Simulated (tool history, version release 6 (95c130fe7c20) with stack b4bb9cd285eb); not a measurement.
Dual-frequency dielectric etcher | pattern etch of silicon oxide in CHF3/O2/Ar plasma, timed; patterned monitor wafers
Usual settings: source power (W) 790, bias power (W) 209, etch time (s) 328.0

| run | hour | source power (W) | bias power (W) | etch time (s) | read-back reference wafer on the same gauge, depth_nm | mean etch depth across the wafer (Å) |
|---|---|---|---|---|---|---|
| 1 | 0.0 | 790 | 209 | 328.0 | 665.8 | 7808 |
| 2 | 16.3 | 790 | 229 | 289.0 | 666.6 | 7105 |
|  | 53.1 | wet clean of the chamber |
| 3 | 53.6 | 790 | 209 | 328.0 | 664.7 | 7688 |
| 4 | 56.0 | 790 | 209 | 328.0 | 665.4 | 7736 |
| 5 | 85.2 | 790 | 209 | 328.0 | 666.8 | 7655 |
|  | 97.3 | gauge calibrated |
| 6 | 115.7 | 790 | 209 | 328.0 | 665.2 | 7646 |
| 7 | 135.6 | 790 | 209 | 328.0 | 665.8 | 7696 |
| 8 | 157.7 | 790 | 209 | 328.0 | 665.6 | 7754 |
| 9 | 214.4 | 790 | 209 | 303.5 | 664.4 | 7083 |
|  | 241.8 | upper electrode replaced |
| 10 | 243.0 | 790 | 209 | 303.5 | 666.1 | 7235 |
| 11 | 262.6 | 900 | 209 | 328.0 | 665.9 | 8364 |
| 12 | 286.3 | 900 | 209 | 328.0 | 665.0 | 8437 |
| 13 | 301.0 | 790 | 209 | 328.0 | 665.3 | 7742 |
| 14 | 325.3 | 790 | 209 | 328.0 | 666.7 | 7869 |
|  | 352.1 | bias power generator calibrated |
| 15 | 358.9 | 590 | 209 | 269.5 | 665.8 | 5272 |
| 16 | 379.5 | 840 | 209 | 299.5 | 666.1 | 7406 |
|  | 401.9 | source power generator calibrated |
| 17 | 409.4 | 960 | 209 | 328.0 | 665.4 | 8783 |
| 18 | 435.0 | 790 | 209 | 328.0 | 666.1 | 7825 |
|  | 483.9 | gauge calibrated |
| 19 | 542.6 | 720 | 209 | 375.0 | 667.4 | 8514 |
| 20 | 556.8 | 600 | 178 | 392.5 | 667.6 | 7427 |
|  | 607.4 | wet clean of the chamber |
| 21 | 607.9 | 790 | 209 | 423.0 | 664.6 | 9807 |
| 22 | 623.8 | 790 | 209 | 328.0 | 665.5 | 7634 |
| 23 | 650.7 | 790 | 241 | 328.0 | 665.1 | 8056 |
| 24 | 672.2 | 920 | 260 | 295.0 | 665.7 | 8175 |
| 25 | 694.2 | 790 | 228 | 407.5 | 665.5 | 9842 |
| 26 | 709.4 | 790 | 184 | 393.5 | 665.6 | 8849 |
| 27 | 731.5 | 640 | 209 | 328.0 | 666.0 | 6759 |
| 28 | 777.5 | 790 | 209 | 328.0 | 665.8 | 7705 |

Forecast each of these 3 alternatives for the next run:
| A | 778.0 | 650 | 209 | 328.0 | ? | ? |
| B | 778.0 | 730 | 249 | 252.0 | ? | ? |
| C | 778.0 | 920 | 162 | 376.5 | ? | ? |

| run | read-back reference wafer on the same gauge, depth_nm | mean etch depth across the wafer (Å) |
|---|---|---|
| A | 665.7 | 6735 |
| B | 665.7 | 5932 |
| C | 665.7 | 8853 |
Without the tool's hidden state the same runs would have given:
| run | mean etch depth across the wafer (Å) |
|---|---|
| A | 6677 |
| B | 5882 |
| C | 8778 |
